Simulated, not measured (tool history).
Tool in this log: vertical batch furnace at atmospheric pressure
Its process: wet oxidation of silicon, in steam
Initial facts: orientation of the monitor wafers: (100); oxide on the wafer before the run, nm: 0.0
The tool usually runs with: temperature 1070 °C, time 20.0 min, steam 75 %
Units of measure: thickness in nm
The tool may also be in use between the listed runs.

run,hour,temperature,time,steam,wafers since the last listed run,hours since the last temperature calibration,hours since the steam generator was serviced,hours since the gauge calibration,"read-back reference wafer on the same gauge, thickness",thickness
1,0.0,1070,23.5,75,0,2635.9,829.9,322.6,236.03,304.08
2,9.0,1070,20.0,75,168,2644.9,838.9,331.6,235.74,273.63
3,15.9,1070,14.0,75,129,2651.8,845.8,338.5,236.07,215.29
4,33.2,1070,14.0,75,324,2669.1,863.1,355.8,236.01,214.06
5,43.6,1070,14.0,75,195,2679.5,873.5,366.2,236.06,214.89
6,53.0,1070,20.0,75,176,2688.9,882.9,375.6,235.97,272.91
7,70.9,1070,20.0,75,335,2706.8,900.8,393.5,236.02,273.86
8,83.8,1070,20.0,75,241,2719.7,913.7,406.4,235.86,272.46
9,100.4,1070,20.0,75,311,2736.3,930.3,423.0,235.92,271.66
10,117.3,1070,20.0,67,316,2753.2,947.2,439.9,235.95,253.51
11,131.5,1070,20.0,67,266,2767.4,961.4,454.1,235.96,253.04
12,143.7,1070,20.0,67,228,2779.6,973.6,466.3,236.01,252.50
13,195.5,1070,20.0,75,971,2831.4,1025.4,518.1,236.10,273.14
14,208.9,1070,20.0,75,251,2844.8,1038.8,531.5,236.08,270.05
15,231.1,1070,14.0,75,416,2867.0,1061.0,553.7,235.85,212.73
16,242.3,1051,14.5,75,210,2878.2,1072.2,564.9,236.10,187.79
17,249.8,1055,23.0,84,140,2885.7,1079.7,572.4,236.06,290.10
18,264.9,1083,20.0,84,283,2900.8,1094.8,587.5,236.05,313.71
19,281.5,1095,14.5,81,311,2917.4,1111.4,604.1,236.15,267.16
20,289.2,1070,17.0,75,144,2925.1,1119.1,611.8,236.08,243.28
21,303.9,1070,20.0,75,275,2939.8,1133.8,626.5,235.96,269.70
22,315.9,1089,12.0,67,225,2951.8,1145.8,638.5,236.02,200.92
23,328.2,1063,20.0,67,230,2964.1,1158.1,650.8,236.14,239.16
24,346.1,1070,20.0,75,335,2982.0,1176.0,668.7,235.99,268.89
# hour 363.4: gauge calibrated
# hour 376.3: steam generator serviced
# hour 379.6: thermocouples replaced and temperature profile calibrated
25,380.1,1070,20.0,67,125,0.5,3.8,16.7,235.99,260.44
26,383.4,1087,13.5,81,61,3.8,7.1,20.0,235.99,255.31
27,386.7,1046,20.0,83,61,7.1,10.4,23.3,236.15,255.65
28,390.0,1077,14.5,79,61,10.4,13.7,26.6,235.96,246.06
29,393.6,1077,20.0,82,67,14.0,17.3,30.2,236.12,311.89
30,406.2,1055,20.0,75,236,26.6,29.9,42.8,235.98,252.97
31,422.2,1080,23.0,75,300,42.6,45.9,58.8,235.98,325.25
32,438.5,1081,20.0,79,305,58.9,62.2,75.1,236.09,310.74
33,448.9,1086,11.5,70,195,69.3,72.6,85.5,236.09,205.95
34,460.7,1047,14.0,75,221,81.1,84.4,97.3,236.07,186.16
35,483.8,1070,20.0,75,433,104.2,107.5,120.4,236.07,278.35
36,529.7,1070,20.0,71,860,150.1,153.4,166.3,236.10,269.38
37,541.1,1059,27.0,65,213,161.5,164.8,177.7,235.87,288.23
38,555.8,1086,14.0,86,275,176.2,179.5,192.4,236.09,266.53

Measured minus without-hidden-state, run by run (identical run-to-run variation in each term; gauge scatter may differ):
What the log doesn't record here: true tube temperature minus thermocouple reading, K; steam share off its setpoint, % of the setpoint; gauge reads high (%).
run,thickness
1,-10.05
2,-9.31
3,-7.69
4,-7.80
5,-7.93
6,-9.77
7,-10.00
8,-10.10
9,-10.25
10,-9.87
11,-10.01
12,-10.11
13,-11.39
14,-11.41
15,-9.57
16,-9.02
17,-12.94
18,-13.36
19,-11.64
20,-11.30
21,-12.47
22,-9.56
23,-11.69
24,-12.91
25,-1.65
26,-1.61
27,-1.76
28,-1.65
29,-2.06
30,-1.92
31,-2.45
32,-2.55
33,-1.88
34,-1.93
35,-2.84
36,-3.24
37,-3.62
38,-3.39
